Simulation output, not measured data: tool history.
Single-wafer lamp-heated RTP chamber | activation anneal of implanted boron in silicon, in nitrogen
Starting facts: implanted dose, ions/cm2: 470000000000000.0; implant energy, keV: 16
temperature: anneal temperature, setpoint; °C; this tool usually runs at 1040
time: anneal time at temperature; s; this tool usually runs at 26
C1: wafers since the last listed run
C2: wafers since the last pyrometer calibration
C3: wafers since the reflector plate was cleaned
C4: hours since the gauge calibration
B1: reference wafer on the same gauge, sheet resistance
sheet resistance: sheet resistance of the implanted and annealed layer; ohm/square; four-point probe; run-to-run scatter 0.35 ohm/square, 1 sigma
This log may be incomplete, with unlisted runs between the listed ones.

run 1 hour=0 | temperature=1040 time=26 | C1=0 C2=7329 C3=667 C4=737.8 | B1=216.9 | sheet_resistance=234.52
run 2 hour=85.3 | temperature=1040 time=17 | C1=1720 C2=9049 C3=2387 C4=823.1 | B1=217.1 | sheet_resistance=235.83
-- hour=94.3 pyrometer window cleaned and pyrometer calibrated
run 3 hour=158.3 | temperature=1040 time=17 | C1=1310 C2=1291 C3=3698 C4=896.1 | B1=216.93 | sheet_resistance=235.98
run 4 hour=253.2 | temperature=1040 time=17 | C1=1913 C2=3205 C3=5612 C4=991 | B1=216.98 | sheet_resistance=236.19
run 5 hour=312.1 | temperature=1061 time=34 | C1=1187 C2=4393 C3=6800 C4=1049.9 | B1=216.97 | sheet_resistance=232.52
run 6 hour=361.9 | temperature=1040 time=26 | C1=1004 C2=5397 C3=7804 C4=1099.7 | B1=216.91 | sheet_resistance=235.25
run 7 hour=426 | temperature=1040 time=26 | C1=1292 C2=6690 C3=9097 C4=1163.8 | B1=216.86 | sheet_resistance=235.21
run 8 hour=533.3 | temperature=1040 time=26 | C1=2164 C2=8854 C3=11261 C4=1271.1 | B1=217.02 | sheet_resistance=234.91
run 9 hour=611.9 | temperature=1040 time=26 | C1=1585 C2=10440 C3=12846 C4=1349.7 | B1=216.94 | sheet_resistance=235.64
-- hour=620.1 pyrometer window cleaned and pyrometer calibrated
run 10 hour=660.2 | temperature=1040 time=26 | C1=812 C2=808 C3=13659 C4=1398 | B1=216.95 | sheet_resistance=235.61
-- hour=737.1 reflector plate cleaned
run 11 hour=758.5 | temperature=1040 time=26 | C1=1821 C2=2630 C3=432 C4=1496.3 | B1=216.96 | sheet_resistance=234.86
run 12 hour=806.9 | temperature=1040 time=33 | C1=976 C2=3606 C3=1408 C4=1544.7 | B1=216.98 | sheet_resistance=234.82
run 13 hour=848.3 | temperature=1040 time=33 | C1=834 C2=4441 C3=2243 C4=1586.1 | B1=216.86 | sheet_resistance=235.08
run 14 hour=885.7 | temperature=1040 time=26 | C1=754 C2=5195 C3=2997 C4=1623.5 | B1=217.01 | sheet_resistance=235.36
run 15 hour=1078.4 | temperature=1040 time=26 | C1=3886 C2=9081 C3=6884 C4=1816.2 | B1=216.91 | sheet_resistance=234.99
-- hour=1145.4 pyrometer window cleaned and pyrometer calibrated
run 16 hour=1145.9 | temperature=1055 time=26 | C1=1200 C2=9 C3=8084 C4=1883.7 | B1=216.9 | sheet_resistance=233.5
run 17 hour=1187.6 | temperature=1040 time=26 | C1=841 C2=850 C3=8925 C4=1925.4 | B1=217.18 | sheet_resistance=235.8
run 18 hour=1274.1 | temperature=1040 time=26 | C1=1744 C2=2594 C3=10669 C4=2011.9 | B1=216.91 | sheet_resistance=235.56
-- hour=1346.7 reflector plate cleaned
run 19 hour=1362.5 | temperature=1040 time=26 | C1=1621 C2=4216 C3=319 C4=2100.3 | B1=217.23 | sheet_resistance=234.74
run 20 hour=1454.5 | temperature=1040 time=26 | C1=1855 C2=6072 C3=2174 C4=2192.3 | B1=217.02 | sheet_resistance=234.86
run 21 hour=1506.8 | temperature=1056 time=34 | C1=1054 C2=7126 C3=3229 C4=2244.6 | B1=217.07 | sheet_resistance=232.72
run 22 hour=1553.1 | temperature=1030 time=22 | C1=933 C2=8060 C3=4163 C4=2290.9 | B1=217.02 | sheet_resistance=236.57
run 23 hour=1631.2 | temperature=1052 time=32 | C1=1575 C2=9635 C3=5738 C4=2369 | B1=216.98 | sheet_resistance=234.07
-- hour=1642.4 pyrometer window cleaned and pyrometer calibrated
run 24 hour=1688.4 | temperature=1040 time=26 | C1=992 C2=927 C3=6730 C4=2426.2 | B1=217.09 | sheet_resistance=235.46
-- hour=1699.8 gauge calibrated
run 25 hour=1782.9 | temperature=1059 time=26 | C1=1905 C2=2833 C3=8636 C4=83.1 | B1=217.03 | sheet_resistance=233.66
run 26 hour=1842.2 | temperature=1052 time=39 | C1=1195 C2=4029 C3=9832 C4=142.4 | B1=217.14 | sheet_resistance=232.78
-- hour=1927.9 reflector plate cleaned
run 27 hour=1928.4 | temperature=1040 time=31 | C1=1577 C2=5606 C3=9 C4=228.6 | B1=217.07 | sheet_resistance=234.57
run 28 hour=2004.7 | temperature=1022 time=26 | C1=1538 C2=7145 C3=1548 C4=304.9 | B1=217.14 | sheet_resistance=236.49
run 29 hour=2068.8 | temperature=1014 time=17 | C1=1292 C2=8438 C3=2841 C4=369 | B1=216.97 | sheet_resistance=238.64
-- hour=2124.4 pyrometer window cleaned and pyrometer calibrated
run 30 hour=2169.7 | temperature=1048 time=36 | C1=1873 C2=914 C3=4715 C4=469.9 | B1=216.91 | sheet_resistance=233.86
run 31 hour=2255.1 | temperature=1040 time=11 | C1=1722 C2=2636 C3=6437 C4=555.3 | B1=217.08 | sheet_resistance=236.73
run 32 hour=2344.2 | temperature=1031 time=22 | C1=1797 C2=4433 C3=8234 C4=644.4 | B1=216.99 | sheet_resistance=236.38
run 33 hour=2451.5 | temperature=1068 time=37 | C1=2164 C2=6597 C3=10398 C4=751.7 | B1=216.93 | sheet_resistance=230.82
run 34 hour=2511.8 | temperature=1014 time=26 | C1=1216 C2=7813 C3=11614 C4=812 | B1=216.97 | sheet_resistance=238.12
run 35 hour=2605.6 | temperature=1024 time=16 | C1=1891 C2=9705 C3=13506 C4=905.8 | B1=217.07 | sheet_resistance=238.1
run 36 hour=2651.9 | temperature=1032 time=32 | C1=933 C2=10639 C3=14440 C4=952.1 | B1=217.13 | sheet_resistance=235.02

Consider 4 possible next runs. They are alternatives, not a sequence: every one starts from the tool as it was left by run 36. What does each give?
run A hour=2652.3 | temperature=1015 time=26 | C1=8 C2=10647 C3=14448 C4=952.5 | B1=? | sheet_resistance=?
run B hour=2652.3 | temperature=1068 time=15 | C1=8 C2=10647 C3=14448 C4=952.5 | B1=? | sheet_resistance=?
run C hour=2652.3 | temperature=1013 time=12 | C1=8 C2=10647 C3=14448 C4=952.5 | B1=? | sheet_resistance=?
run D hour=2652.3 | temperature=1020 time=26 | C1=8 C2=10647 C3=14448 C4=952.5 | B1=? | sheet_resistance=?

run=A B1=217 sheet_resistance=237.39
run=B B1=217 sheet_resistance=234.34
run=C B1=217 sheet_resistance=239.52
run=D B1=217 sheet_resistance=236.76
Stripped of hidden state, with their random variation kept, the same runs would have yielded:
run=A sheet_resistance=237.39
run=B sheet_resistance=234.34
run=C sheet_resistance=239.52
run=D sheet_resistance=236.76
